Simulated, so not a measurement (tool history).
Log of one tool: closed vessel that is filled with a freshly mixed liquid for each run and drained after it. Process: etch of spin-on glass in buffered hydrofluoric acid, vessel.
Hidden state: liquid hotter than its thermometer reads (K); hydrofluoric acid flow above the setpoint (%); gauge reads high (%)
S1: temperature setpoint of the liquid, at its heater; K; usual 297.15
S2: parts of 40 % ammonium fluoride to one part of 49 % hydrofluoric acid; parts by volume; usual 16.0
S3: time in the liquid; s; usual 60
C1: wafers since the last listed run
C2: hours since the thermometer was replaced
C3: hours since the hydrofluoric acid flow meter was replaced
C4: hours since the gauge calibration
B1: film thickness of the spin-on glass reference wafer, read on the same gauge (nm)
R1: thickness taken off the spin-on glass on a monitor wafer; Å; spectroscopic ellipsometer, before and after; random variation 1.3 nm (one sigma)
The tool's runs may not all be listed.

run,hour,S1,S2,S3,C1,C2,C3,C4,B1,R1
1,0.0,297.15,16.0,60,0,1086.7,617.9,1051.2,134.88,1442.7
# hour 6.4: gauge calibrated
2,37.7,297.15,16.0,60,4000,1124.4,655.6,31.3,140.67,1532.4
3,106.5,297.15,16.0,60,7299,1193.2,724.4,100.1,140.64,1511.4
4,170.4,297.15,13.0,75,6780,1257.1,788.3,164.0,140.57,2333.7
5,225.3,295.65,16.0,60,5825,1312.0,843.2,218.9,140.48,1399.1
6,272.8,297.15,16.0,60,5039,1359.5,890.7,266.4,140.37,1527.8
7,298.3,297.15,16.0,60,2705,1385.0,916.2,291.9,140.35,1529.1
8,352.3,297.15,16.0,60,5729,1439.0,970.2,345.9,140.25,1516.1
9,380.7,298.65,16.0,60,3013,1467.4,998.6,374.3,140.12,1662.0
10,449.0,298.65,16.0,60,7246,1535.7,1066.9,442.6,139.89,1640.7
11,519.3,297.15,16.0,60,7459,1606.0,1137.2,512.9,139.64,1521.9
12,580.5,297.15,16.0,60,6493,1667.2,1198.4,574.1,139.40,1502.3
13,606.6,297.15,16.0,60,2769,1693.3,1224.5,600.2,139.28,1494.2
14,633.5,297.15,16.0,60,2854,1720.2,1251.4,627.1,139.20,1478.3
15,690.6,297.15,16.0,45,6058,1777.3,1308.5,684.2,138.91,1132.7
16,745.4,297.15,16.0,60,5814,1832.1,1363.3,739.0,138.60,1496.5
17,805.8,297.15,16.0,60,6408,1892.5,1423.7,799.4,138.25,1503.2
# hour 817.3: thermometer replaced
18,861.9,297.15,16.0,60,5846,44.6,1479.8,855.5,137.91,1460.2
19,929.3,297.15,16.0,60,7151,112.0,1547.2,922.9,137.46,1506.6
20,970.4,301.15,16.0,45,4360,153.1,1588.3,964.0,137.19,1388.9
# hour 979.6: hydrofluoric acid flow meter replaced
21,1078.8,297.15,16.0,60,11395,261.5,99.2,1072.4,136.32,1473.9
22,1108.7,297.15,22.0,95,3172,291.4,129.1,1102.3,136.09,1737.4
23,1134.9,292.65,14.0,85,2779,317.6,155.3,1128.5,135.89,1841.3
# hour 1145.9: gauge calibrated
24,1160.6,297.15,16.0,60,2726,343.3,181.0,14.7,139.95,1510.2
25,1210.1,298.65,19.5,60,5252,392.8,230.5,64.2,139.93,1338.9
26,1256.4,300.65,21.5,45,4912,439.1,276.8,110.5,139.93,1035.0
27,1391.6,293.65,12.0,60,14345,574.3,412.0,245.7,139.77,1650.5
28,1459.7,297.15,16.0,80,7225,642.4,480.1,313.8,139.59,1996.6
29,1523.3,301.15,12.5,70,6748,706.0,543.7,377.4,139.45,2790.4

4 ways to go on from here, each from the tool as it stands after run 29. What would each give?
A,1524.0,297.15,16.0,60,74,706.7,544.4,378.1,?,?
B,1524.0,294.65,16.0,60,74,706.7,544.4,378.1,?,?
C,1524.0,300.65,14.5,60,74,706.7,544.4,378.1,?,?
D,1524.0,293.65,19.5,85,74,706.7,544.4,378.1,?,?

run,B1,R1
A,139.44,1503.1
B,139.44,1309.8
C,139.44,2000.3
D,139.44,1443.8
Without the tool's hidden state the same runs would have given:
run,R1
A,1509.2
B,1315.0
C,2008.4
D,1449.6
